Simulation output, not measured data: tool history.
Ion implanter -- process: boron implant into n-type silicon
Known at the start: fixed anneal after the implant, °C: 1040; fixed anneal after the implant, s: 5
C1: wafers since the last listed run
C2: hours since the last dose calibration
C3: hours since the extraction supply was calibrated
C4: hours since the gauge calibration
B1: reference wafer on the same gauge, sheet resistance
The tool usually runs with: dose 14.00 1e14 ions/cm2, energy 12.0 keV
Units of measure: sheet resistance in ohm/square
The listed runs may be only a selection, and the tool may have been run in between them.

run 1 hour=0.0 | dose=14.00 energy=12.0 | C1=0 C2=1858.1 C3=6624.9 C4=16.8 | B1=112.00 | sheet_resistance=110.63
run 2 hour=14.3 | dose=14.00 energy=12.0 | C1=294 C2=1872.4 C3=6639.2 C4=31.1 | B1=111.99 | sheet_resistance=110.75
run 3 hour=27.7 | dose=14.00 energy=12.0 | C1=276 C2=1885.8 C3=6652.6 C4=44.5 | B1=112.02 | sheet_resistance=110.83
run 4 hour=36.3 | dose=14.00 energy=12.0 | C1=177 C2=1894.4 C3=6661.2 C4=53.1 | B1=112.05 | sheet_resistance=111.03
run 5 hour=52.2 | dose=14.00 energy=12.0 | C1=327 C2=1910.3 C3=6677.1 C4=69.0 | B1=112.00 | sheet_resistance=110.86
run 6 hour=62.1 | dose=14.00 energy=12.0 | C1=204 C2=1920.2 C3=6687.0 C4=78.9 | B1=112.01 | sheet_resistance=110.91
run 7 hour=79.4 | dose=14.00 energy=12.0 | C1=356 C2=1937.5 C3=6704.3 C4=96.2 | B1=112.00 | sheet_resistance=110.75
run 8 hour=87.1 | dose=14.00 energy=12.0 | C1=158 C2=1945.2 C3=6712.0 C4=103.9 | B1=112.02 | sheet_resistance=111.07
run 9 hour=94.0 | dose=14.00 energy=12.0 | C1=142 C2=1952.1 C3=6718.9 C4=110.8 | B1=112.01 | sheet_resistance=110.98
run 10 hour=104.2 | dose=17.34 energy=10.0 | C1=210 C2=1962.3 C3=6729.1 C4=121.0 | B1=112.04 | sheet_resistance=109.68
run 11 hour=116.2 | dose=14.00 energy=14.0 | C1=247 C2=1974.3 C3=6741.1 C4=133.0 | B1=111.96 | sheet_resistance=105.26
run 12 hour=132.3 | dose=14.00 energy=12.0 | C1=332 C2=1990.4 C3=6757.2 C4=149.1 | B1=112.02 | sheet_resistance=110.57
run 13 hour=150.0 | dose=15.53 energy=12.0 | C1=365 C2=2008.1 C3=6774.9 C4=166.8 | B1=112.04 | sheet_resistance=105.63
run 14 hour=164.1 | dose=15.53 energy=12.0 | C1=290 C2=2022.2 C3=6789.0 C4=180.9 | B1=111.97 | sheet_resistance=105.28
run 15 hour=178.9 | dose=15.53 energy=12.0 | C1=305 C2=2037.0 C3=6803.8 C4=195.7 | B1=112.00 | sheet_resistance=105.55
-- hour=188.4 Faraday cup replaced and dose calibrated
run 16 hour=190.0 | dose=14.00 energy=13.5 | C1=63 C2=1.6 C3=6814.9 C4=206.8 | B1=112.01 | sheet_resistance=108.89
run 17 hour=206.9 | dose=14.00 energy=15.5 | C1=348 C2=18.5 C3=6831.8 C4=223.7 | B1=112.01 | sheet_resistance=104.59
run 18 hour=217.3 | dose=15.63 energy=10.0 | C1=214 C2=28.9 C3=6842.2 C4=234.1 | B1=112.02 | sheet_resistance=115.11
run 19 hour=234.4 | dose=9.82 energy=14.0 | C1=352 C2=46.0 C3=6859.3 C4=251.2 | B1=112.00 | sheet_resistance=137.85
run 20 hour=248.9 | dose=15.07 energy=14.0 | C1=299 C2=60.5 C3=6873.8 C4=265.7 | B1=112.00 | sheet_resistance=102.88
run 21 hour=256.1 | dose=14.00 energy=12.0 | C1=148 C2=67.7 C3=6881.0 C4=272.9 | B1=111.95 | sheet_resistance=112.78
-- hour=268.2 extraction supply calibrated
run 22 hour=268.7 | dose=14.00 energy=8.0 | C1=94 C2=80.3 C3=0.5 C4=285.5 | B1=111.99 | sheet_resistance=131.99
run 23 hour=279.1 | dose=15.32 energy=12.0 | C1=214 C2=90.7 C3=10.9 C4=295.9 | B1=111.99 | sheet_resistance=107.69
-- hour=287.8 gauge calibrated
run 24 hour=313.9 | dose=14.00 energy=12.0 | C1=717 C2=125.5 C3=45.7 C4=26.1 | B1=111.98 | sheet_resistance=112.39
run 25 hour=327.5 | dose=16.70 energy=14.5 | C1=280 C2=139.1 C3=59.3 C4=39.7 | B1=111.97 | sheet_resistance=96.47
run 26 hour=336.0 | dose=10.83 energy=12.0 | C1=175 C2=147.6 C3=67.8 C4=48.2 | B1=111.97 | sheet_resistance=131.63
run 27 hour=348.3 | dose=15.84 energy=16.0 | C1=253 C2=159.9 C3=80.1 C4=60.5 | B1=111.99 | sheet_resistance=96.23
run 28 hour=390.7 | dose=16.76 energy=13.0 | C1=874 C2=202.3 C3=122.5 C4=102.9 | B1=112.04 | sheet_resistance=100.27
run 29 hour=408.6 | dose=16.93 energy=9.5 | C1=369 C2=220.2 C3=140.4 C4=120.8 | B1=111.98 | sheet_resistance=114.38

Run 30 comes next. What will it give?
run 30 hour=415.8 | dose=14.00 energy=12.0 | C1=148 C2=227.4 C3=147.6 C4=128.0 | B1=? | sheet_resistance=?

B1: 111.99
sheet resistance: 112.87 ohm/square
With no hidden state in the tool, this same run would have given sheet resistance 113.91 ohm/square.
